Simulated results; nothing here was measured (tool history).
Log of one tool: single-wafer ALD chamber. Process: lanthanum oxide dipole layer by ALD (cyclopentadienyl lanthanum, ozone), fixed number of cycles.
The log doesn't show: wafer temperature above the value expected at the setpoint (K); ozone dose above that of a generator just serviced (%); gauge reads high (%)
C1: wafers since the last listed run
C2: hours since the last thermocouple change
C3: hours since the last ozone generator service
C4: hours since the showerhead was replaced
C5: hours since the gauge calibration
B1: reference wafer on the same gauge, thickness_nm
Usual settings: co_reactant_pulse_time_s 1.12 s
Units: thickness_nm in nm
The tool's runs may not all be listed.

Run 1, hour 0.0: usual settings but co_reactant_pulse_time_s 1.00 s; C1 0; C2 2514.2; C3 442.7; C4 4957.8; C5 101.3; B1 0.489. Result: thickness_nm 0.505 nm.
Run 2, hour 14.8: usual settings but co_reactant_pulse_time_s 1.28 s; C1 142; C2 2529.0; C3 457.5; C4 4972.6; C5 116.1; B1 0.489. Result: thickness_nm 0.547 nm.
Run 3, hour 30.3: usual settings but co_reactant_pulse_time_s 1.28 s; C1 149; C2 2544.5; C3 473.0; C4 4988.1; C5 131.6; B1 0.489. Result: thickness_nm 0.548 nm.
Run 4, hour 36.8: usual settings but co_reactant_pulse_time_s 1.28 s; C1 62; C2 2551.0; C3 479.5; C4 4994.6; C5 138.1; B1 0.489. Result: thickness_nm 0.549 nm.
Run 5, hour 51.4: usual settings but co_reactant_pulse_time_s 0.84 s; C1 140; C2 2565.6; C3 494.1; C4 5009.2; C5 152.7; B1 0.489. Result: thickness_nm 0.465 nm.
Run 6, hour 62.0: usual settings but co_reactant_pulse_time_s 0.84 s; C1 102; C2 2576.2; C3 504.7; C4 5019.8; C5 163.3; B1 0.489. Result: thickness_nm 0.460 nm.
Run 7, hour 75.7: usual settings but co_reactant_pulse_time_s 0.84 s; C1 132; C2 2589.9; C3 518.4; C4 5033.5; C5 177.0; B1 0.489. Result: thickness_nm 0.461 nm.
At hour 88.2: gauge calibrated.
Run 8, hour 89.6: usual settings; C1 134; C2 2603.8; C3 532.3; C4 5047.4; C5 1.4; B1 0.489. Result: thickness_nm 0.530 nm.
Run 9, hour 106.6: usual settings; C1 163; C2 2620.8; C3 549.3; C4 5064.4; C5 18.4; B1 0.489. Result: thickness_nm 0.524 nm.
Run 10, hour 118.3: usual settings; C1 112; C2 2632.5; C3 561.0; C4 5076.1; C5 30.1; B1 0.489. Result: thickness_nm 0.530 nm.
At hour 126.8: thermocouple changed; heater temperature recalibrated.
Run 11, hour 133.2: usual settings but co_reactant_pulse_time_s 0.71 s; C1 66; C2 6.4; C3 575.9; C4 5091.0; C5 45.0; B1 0.488. Result: thickness_nm 0.413 nm.
At hour 151.1: ozone generator serviced.
Run 12, hour 151.6: usual settings but co_reactant_pulse_time_s 0.91 s; C1 100; C2 24.8; C3 0.5; C4 5109.4; C5 63.4; B1 0.489. Result: thickness_nm 0.487 nm.
Run 13, hour 159.4: usual settings but co_reactant_pulse_time_s 1.50 s; C1 75; C2 32.6; C3 8.3; C4 5117.2; C5 71.2; B1 0.489. Result: thickness_nm 0.566 nm.
Run 14, hour 172.3: usual settings but co_reactant_pulse_time_s 1.55 s; C1 124; C2 45.5; C3 21.2; C4 5130.1; C5 84.1; B1 0.489. Result: thickness_nm 0.567 nm.
At hour 185.7: showerhead replaced.
Run 15, hour 187.5: usual settings but co_reactant_pulse_time_s 1.40 s; C1 69; C2 60.7; C3 36.4; C4 1.8; C5 99.3; B1 0.489. Result: thickness_nm 0.559 nm.
Run 16, hour 205.5: usual settings but co_reactant_pulse_time_s 1.49 s; C1 173; C2 78.7; C3 54.4; C4 19.8; C5 117.3; B1 0.489. Result: thickness_nm 0.561 nm.
Run 17, hour 213.1: usual settings but co_reactant_pulse_time_s 1.54 s; C1 73; C2 86.3; C3 62.0; C4 27.4; C5 124.9; B1 0.489. Result: thickness_nm 0.569 nm.
Run 18, hour 225.0: usual settings but co_reactant_pulse_time_s 1.28 s; C1 114; C2 98.2; C3 73.9; C4 39.3; C5 136.8; B1 0.489. Result: thickness_nm 0.547 nm.
Run 19, hour 240.9: usual settings but co_reactant_pulse_time_s 1.53 s; C1 153; C2 114.1; C3 89.8; C4 55.2; C5 152.7; B1 0.489. Result: thickness_nm 0.565 nm.
Run 20, hour 253.3: usual settings; C1 119; C2 126.5; C3 102.2; C4 67.6; C5 165.1; B1 0.489. Result: thickness_nm 0.532 nm.

The tool's hidden state at each run:
wafer temperature above the value expected at the setpoint (K): 0 in every run
ozone dose above that of a generator just serviced (%): 0 in every run
gauge reads high (%): 0 in every run

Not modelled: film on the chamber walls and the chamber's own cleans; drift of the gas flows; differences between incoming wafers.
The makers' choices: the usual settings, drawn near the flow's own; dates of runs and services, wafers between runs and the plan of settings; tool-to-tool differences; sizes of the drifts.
